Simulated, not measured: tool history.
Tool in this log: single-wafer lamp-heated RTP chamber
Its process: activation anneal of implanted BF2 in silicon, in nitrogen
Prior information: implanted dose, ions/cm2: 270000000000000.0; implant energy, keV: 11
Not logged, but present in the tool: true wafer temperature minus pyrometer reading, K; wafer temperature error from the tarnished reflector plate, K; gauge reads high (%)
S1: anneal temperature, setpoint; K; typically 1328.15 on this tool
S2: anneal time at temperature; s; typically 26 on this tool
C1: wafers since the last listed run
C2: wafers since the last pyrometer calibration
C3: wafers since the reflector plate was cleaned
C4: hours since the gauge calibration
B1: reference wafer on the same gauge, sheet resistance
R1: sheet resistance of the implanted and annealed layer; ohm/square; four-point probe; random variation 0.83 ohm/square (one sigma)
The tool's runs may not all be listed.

Run 1, hour 0.0: usual settings but S1 1342.15 K, S2 38 s; C1 0; C2 5; C3 844; C4 311.1; B1 377.76. Result: R1 399.13 ohm/square.
Run 2, hour 64.9: usual settings but S1 1316.15 K; C1 463; C2 468; C3 1307; C4 376.0; B1 377.63. Result: R1 413.74 ohm/square.
Run 3, hour 112.3: usual settings but S1 1305.15 K; C1 338; C2 806; C3 1645; C4 423.4; B1 378.16. Result: R1 417.31 ohm/square.
Run 4, hour 176.1: usual settings but S1 1305.15 K; C1 455; C2 1262; C3 2101; C4 487.2; B1 378.09. Result: R1 416.72 ohm/square.
Run 5, hour 291.3: usual settings but S1 1305.15 K; C1 822; C2 2084; C3 2923; C4 602.4; B1 377.98. Result: R1 417.49 ohm/square.
Run 6, hour 359.0: usual settings; C1 483; C2 2568; C3 3406; C4 670.1; B1 377.90. Result: R1 407.66 ohm/square.
Run 7, hour 418.1: usual settings; C1 421; C2 2989; C3 3828; C4 729.2; B1 377.93. Result: R1 407.88 ohm/square.
At hour 452.2: reflector plate cleaned.
Run 8, hour 478.5: usual settings; C1 374; C2 3363; C3 187; C4 789.6; B1 377.98. Result: R1 407.09 ohm/square.
Run 9, hour 542.0: usual settings; C1 453; C2 3817; C3 641; C4 853.1; B1 377.81. Result: R1 407.75 ohm/square.
Run 10, hour 693.1: usual settings; C1 1078; C2 4895; C3 1719; C4 1004.2; B1 377.53. Result: R1 405.73 ohm/square.
Run 11, hour 757.2: usual settings but S2 29 s; C1 457; C2 5353; C3 2177; C4 1068.3; B1 378.08. Result: R1 405.55 ohm/square.
At hour 830.2: pyrometer window cleaned and pyrometer calibrated.
Run 12, hour 864.4: usual settings but S2 29 s; C1 708; C2 244; C3 2885; C4 1175.5; B1 377.98. Result: R1 409.03 ohm/square.
Run 13, hour 960.8: usual settings but S2 29 s; C1 688; C2 932; C3 3573; C4 1271.9; B1 377.88. Result: R1 408.43 ohm/square.
Run 14, hour 1015.6: usual settings; C1 391; C2 1323; C3 3964; C4 1326.7; B1 378.31. Result: R1 409.68 ohm/square.
At hour 1068.7: reflector plate cleaned.
Run 15, hour 1069.2: usual settings but S1 1341.15 K, S2 40 s; C1 325; C2 1649; C3 3; C4 1380.3; B1 378.01. Result: R1 393.83 ohm/square.
Run 16, hour 1113.4: usual settings but S1 1315.15 K; C1 315; C2 1964; C3 319; C4 1424.5; B1 377.71. Result: R1 413.85 ohm/square.
Run 17, hour 1189.8: usual settings but S1 1338.15 K, S2 12 s; C1 545; C2 2510; C3 864; C4 1500.9; B1 377.92. Result: R1 419.37 ohm/square.
Run 18, hour 1226.0: usual settings but S1 1353.15 K; C1 258; C2 2768; C3 1123; C4 1537.1; B1 378.47. Result: R1 397.87 ohm/square.
At hour 1243.5: gauge calibrated.
Run 19, hour 1327.7: usual settings; C1 725; C2 3494; C3 1849; C4 84.2; B1 378.24. Result: R1 407.95 ohm/square.
Run 20, hour 1414.6: usual settings; C1 620; C2 4115; C3 2469; C4 171.1; B1 377.69. Result: R1 409.66 ohm/square.
Run 21, hour 1471.6: usual settings but S1 1310.15 K, S2 34 s; C1 406; C2 4521; C3 2876; C4 228.1; B1 377.92. Result: R1 409.52 ohm/square.
Run 22, hour 1529.7: usual settings but S1 1338.15 K, S2 35 s; C1 414; C2 4936; C3 3291; C4 286.2; B1 378.11. Result: R1 395.51 ohm/square.
Run 23, hour 1578.6: usual settings but S1 1357.15 K; C1 349; C2 5285; C3 3640; C4 335.1; B1 378.10. Result: R1 397.52 ohm/square.
At hour 1676.6: pyrometer window cleaned and pyrometer calibrated.
Run 24, hour 1684.3: usual settings but S1 1348.15 K; C1 697; C2 54; C3 4337; C4 440.8; B1 378.05. Result: R1 403.72 ohm/square.
At hour 1727.2: reflector plate cleaned.
Run 25, hour 1728.6: usual settings but S1 1308.15 K, S2 33 s; C1 259; C2 313; C3 9; C4 485.1; B1 377.53. Result: R1 414.47 ohm/square.
Run 26, hour 1776.7: usual settings but S2 13 s; C1 343; C2 657; C3 353; C4 533.2; B1 378.02. Result: R1 421.54 ohm/square.
Run 27, hour 1864.7: usual settings but S2 19 s; C1 628; C2 1285; C3 981; C4 621.2; B1 378.14. Result: R1 415.71 ohm/square.
Run 28, hour 1958.3: usual settings but S1 1303.15 K, S2 13 s; C1 668; C2 1953; C3 1649; C4 714.8; B1 378.33. Result: R1 426.96 ohm/square.
Run 29, hour 2053.1: usual settings but S1 1340.15 K; C1 676; C2 2630; C3 2326; C4 809.6; B1 377.79. Result: R1 403.17 ohm/square.
Run 30, hour 2127.3: usual settings; C1 529; C2 3159; C3 2855; C4 883.8; B1 377.88. Result: R1 409.02 ohm/square.
Run 31, hour 2200.8: usual settings but S1 1343.15 K, S2 16 s; C1 524; C2 3684; C3 3380; C4 957.3; B1 378.23. Result: R1 410.00 ohm/square.
At hour 2298.7: reflector plate cleaned.
Run 32, hour 2320.6: usual settings but S1 1340.15 K, S2 34 s; C1 798; C2 4482; C3 156; C4 1077.1; B1 378.03. Result: R1 395.26 ohm/square.
Run 33, hour 2387.8: usual settings but S1 1346.15 K, S2 41 s; C1 479; C2 4962; C3 635; C4 1144.3; B1 378.01. Result: R1 389.35 ohm/square.
Run 34, hour 2452.9: usual settings; C1 464; C2 5427; C3 1100; C4 1209.4; B1 377.68. Result: R1 406.31 ohm/square.
At hour 2509.4: pyrometer window cleaned and pyrometer calibrated.
Run 35, hour 2704.5: usual settings but S1 1358.15 K, S2 16 s; C1 1738; C2 1392; C3 2839; C4 1461.0; B1 378.10. Result: R1 408.29 ohm/square.

Predict each of these 5 candidate next runs independently; none follows another, all start after run 35:
Run A, hour 2704.9: usual settings; C1 2; C2 1395; C3 2842; C4 1461.4; B1 ?. Result: R1 ?.
Run B, hour 2704.9: usual settings but S1 1314.15 K, S2 34 s; C1 2; C2 1395; C3 2842; C4 1461.4; B1 ?. Result: R1 ?.
Run C, hour 2704.9: usual settings but S1 1305.15 K, S2 15 s; C1 2; C2 1395; C3 2842; C4 1461.4; B1 ?. Result: R1 ?.
Run D, hour 2704.9: usual settings but S1 1351.15 K; C1 2; C2 1395; C3 2842; C4 1461.4; B1 ?. Result: R1 ?.
Run E, hour 2704.9: usual settings but S1 1300.15 K, S2 41 s; C1 2; C2 1395; C3 2842; C4 1461.4; B1 ?. Result: R1 ?.

run      B1      R1
  A  377.53  410.59
  B  377.53  411.10
  C  377.53  427.14
  D  377.53  401.25
  E  377.53  412.81
What these runs would have given with no unlogged condition in the tool:
run      R1
  A  413.28
  B  413.70
  C  429.70
  D  404.14
  E  415.49
